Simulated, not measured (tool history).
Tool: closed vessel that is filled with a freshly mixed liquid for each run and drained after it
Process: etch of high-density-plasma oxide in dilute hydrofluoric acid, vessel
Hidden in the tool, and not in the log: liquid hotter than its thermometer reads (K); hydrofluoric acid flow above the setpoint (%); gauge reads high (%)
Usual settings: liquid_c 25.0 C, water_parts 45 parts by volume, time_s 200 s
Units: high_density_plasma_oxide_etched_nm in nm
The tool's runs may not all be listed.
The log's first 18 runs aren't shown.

| run | day | liquid_c | water_parts | time_s | wafers since the last listed run | hours since the thermometer was replaced | hours since the hydrofluoric acid flow meter was replaced | hours since the gauge calibration | read-back film thickness of the high-density-plasma oxide reference wafer, read on the same gauge (nm) | high_density_plasma_oxide_etched_nm |
|---|---|---|---|---|---|---|---|---|---|---|
| 19 | 41.442 | 25.0 | 45 | 200 | 5088 | 116.7 | 1197.5 | 1495.5 | 149.99 | 33.79 |
| 20 | 43.812 | 25.0 | 25 | 200 | 4327 | 173.6 | 1254.4 | 1552.4 | 150.01 | 62.50 |
|  | 44.071 | hydrofluoric acid flow meter replaced |
| 21 | 45.104 | 25.0 | 45 | 200 | 2281 | 204.6 | 24.8 | 1583.4 | 149.95 | 35.76 |
|  | 46.521 | gauge calibrated |
| 22 | 48.254 | 20.0 | 35 | 200 | 5750 | 280.2 | 100.4 | 41.6 | 150.02 | 38.37 |
| 23 | 50.625 | 25.0 | 35 | 290 | 4327 | 337.1 | 157.3 | 98.5 | 149.95 | 67.48 |
| 24 | 53.417 | 22.5 | 35 | 265 | 5096 | 404.1 | 224.3 | 165.5 | 150.01 | 56.85 |
| 25 | 56.100 | 28.5 | 45 | 200 | 4898 | 468.5 | 288.7 | 229.9 | 150.01 | 42.33 |
| 26 | 57.971 | 28.0 | 45 | 300 | 3415 | 513.4 | 333.6 | 274.8 | 150.00 | 62.10 |
|  | 59.600 | hydrofluoric acid flow meter replaced, repeated, since the last time left the tool worse |
| 27 | 60.379 | 21.0 | 40 | 200 | 4320 | 571.2 | 18.7 | 332.6 | 149.96 | 29.93 |

Forecast run 28:
| 28 | 62.125 | 25.0 | 45 | 200 | 3187 | 613.1 | 60.6 | 374.5 | ? | ? |

{"run 28": {"read-back film thickness of the high-density-plasma oxide reference wafer, read on the same gauge (nm)": 149.99, "high_density_plasma_oxide_etched_nm": 31.58}}
Without the tool's hidden state the same run would have given high_density_plasma_oxide_etched_nm 31.32 nm.
